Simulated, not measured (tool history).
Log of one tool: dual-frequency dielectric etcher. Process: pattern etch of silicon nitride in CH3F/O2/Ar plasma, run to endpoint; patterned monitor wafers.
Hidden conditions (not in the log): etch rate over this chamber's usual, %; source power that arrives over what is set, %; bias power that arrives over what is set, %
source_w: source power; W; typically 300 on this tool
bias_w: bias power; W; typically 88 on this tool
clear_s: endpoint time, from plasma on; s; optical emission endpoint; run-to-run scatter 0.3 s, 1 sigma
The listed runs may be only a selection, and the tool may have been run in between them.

| run | day | source_w | bias_w | wafers since the last listed run | hours since the last wet clean | hours since the last source power generator calibration | hours since the last bias power generator calibration | hours since the last upper electrode change | incoming incoming film thickness, nm | clear_s |
|---|---|---|---|---|---|---|---|---|---|---|
| 1 | 0.000 | 300 | 104 | 0 | 128.0 | 2753.1 | 2117.8 | 3958.8 | 35.04 | 51.4 |
| 2 | 0.312 | 300 | 104 | 60 | 135.5 | 2760.6 | 2125.3 | 3966.3 | 34.92 | 51.2 |
| 3 | 0.867 | 300 | 104 | 106 | 148.8 | 2773.9 | 2138.6 | 3979.6 | 34.51 | 50.7 |
| 4 | 1.138 | 250 | 79 | 52 | 155.3 | 2780.4 | 2145.1 | 3986.1 | 34.87 | 59.4 |
| 5 | 1.600 | 250 | 79 | 88 | 166.4 | 2791.5 | 2156.2 | 3997.2 | 34.97 | 60.2 |
| 6 | 2.521 | 300 | 88 | 176 | 188.5 | 2813.6 | 2178.3 | 4019.3 | 35.17 | 53.6 |
| 7 | 3.267 | 300 | 98 | 143 | 206.4 | 2831.5 | 2196.2 | 4037.2 | 34.60 | 51.1 |
| 8 | 4.696 | 300 | 98 | 274 | 240.7 | 2865.8 | 2230.5 | 4071.5 | 34.88 | 51.7 |
| 9 | 5.212 | 300 | 88 | 99 | 253.1 | 2878.2 | 2242.9 | 4083.9 | 34.95 | 53.7 |
| 10 | 5.629 | 300 | 88 | 80 | 263.1 | 2888.2 | 2252.9 | 4093.9 | 34.94 | 52.7 |
| 11 | 6.254 | 300 | 88 | 120 | 278.1 | 2903.2 | 2267.9 | 4108.9 | 35.26 | 54.0 |
| 12 | 6.796 | 260 | 95 | 104 | 291.1 | 2916.2 | 2280.9 | 4121.9 | 35.08 | 55.6 |
| 13 | 7.200 | 260 | 95 | 77 | 300.8 | 2925.9 | 2290.6 | 4131.6 | 35.02 | 55.7 |
| 14 | 7.671 | 260 | 95 | 90 | 312.1 | 2937.2 | 2301.9 | 4142.9 | 35.04 | 55.1 |
| 15 | 8.325 | 300 | 88 | 125 | 327.8 | 2952.9 | 2317.6 | 4158.6 | 35.25 | 53.2 |
| 16 | 8.804 | 300 | 88 | 92 | 339.3 | 2964.4 | 2329.1 | 4170.1 | 35.04 | 52.9 |
| 17 | 9.312 | 300 | 88 | 97 | 351.5 | 2976.6 | 2341.3 | 4182.3 | 34.93 | 52.5 |
| 18 | 9.608 | 230 | 88 | 56 | 358.6 | 2983.7 | 2348.4 | 4189.4 | 35.28 | 59.8 |
| 19 | 9.925 | 340 | 88 | 60 | 366.2 | 2991.3 | 2356.0 | 4197.0 | 35.37 | 50.2 |
|  | 10.354 | source power generator calibrated |
|  | 10.829 | bias power generator calibrated |
|  | 11.617 | upper electrode replaced, of another model than before |
| 20 | 11.638 | 270 | 88 | 112 | 407.3 | 30.8 | 19.4 | 0.5 | 35.11 | 54.5 |
| 21 | 11.779 | 300 | 88 | 27 | 410.7 | 34.2 | 22.8 | 3.9 | 34.91 | 52.7 |
| 22 | 12.079 | 240 | 97 | 57 | 417.9 | 41.4 | 30.0 | 11.1 | 34.74 | 53.8 |
|  | 13.500 | wet clean of the chamber |
| 23 | 13.521 | 300 | 88 | 84 | 0.5 | 76.0 | 64.6 | 45.7 | 35.23 | 55.1 |
| 24 | 13.533 | 300 | 88 | 2 | 0.8 | 76.3 | 64.9 | 46.0 | 34.70 | 53.8 |
| 25 | 13.671 | 270 | 94 | 26 | 4.1 | 79.6 | 68.2 | 49.3 | 34.85 | 55.5 |
| 26 | 13.975 | 320 | 88 | 58 | 11.4 | 86.9 | 75.5 | 56.6 | 34.90 | 54.1 |
| 27 | 14.642 | 240 | 75 | 128 | 27.4 | 102.9 | 91.5 | 72.6 | 34.99 | 58.8 |
| 28 | 15.075 | 300 | 88 | 83 | 37.8 | 113.3 | 101.9 | 83.0 | 35.39 | 55.8 |
| 29 | 15.542 | 300 | 104 | 89 | 49.0 | 124.5 | 113.1 | 94.2 | 35.14 | 53.2 |
| 30 | 16.017 | 360 | 109 | 91 | 60.4 | 135.9 | 124.5 | 105.6 | 35.22 | 50.9 |
| 31 | 17.525 | 300 | 88 | 289 | 96.6 | 172.1 | 160.7 | 141.8 | 34.79 | 53.6 |
| 32 | 17.967 | 220 | 69 | 84 | 107.2 | 182.7 | 171.3 | 152.4 | 35.00 | 59.8 |
| 33 | 18.271 | 300 | 105 | 58 | 114.5 | 190.0 | 178.6 | 159.7 | 35.00 | 52.2 |
| 34 | 18.942 | 300 | 88 | 128 | 130.6 | 206.1 | 194.7 | 175.8 | 34.54 | 53.1 |

Branching from run 34: 5 alternative next runs. What would each branch give?
| A | 18.958 | 300 | 69 | 3 | 131.0 | 206.5 | 195.1 | 176.2 | 35.24 | ? |
| B | 18.958 | 340 | 94 | 3 | 131.0 | 206.5 | 195.1 | 176.2 | 35.24 | ? |
| C | 18.958 | 380 | 81 | 3 | 131.0 | 206.5 | 195.1 | 176.2 | 35.24 | ? |
| D | 18.958 | 280 | 100 | 3 | 131.0 | 206.5 | 195.1 | 176.2 | 35.24 | ? |
| E | 18.958 | 260 | 69 | 3 | 131.0 | 206.5 | 195.1 | 176.2 | 35.24 | ? |

| run | clear_s |
|---|---|
| A | 56.0 |
| B | 51.7 |
| C | 51.4 |
| D | 53.8 |
| E | 58.1 |
What these runs would have given with no unlogged condition in the tool:
| run | clear_s |
|---|---|
| A | 57.1 |
| B | 52.7 |
| C | 52.4 |
| D | 54.9 |
| E | 59.2 |
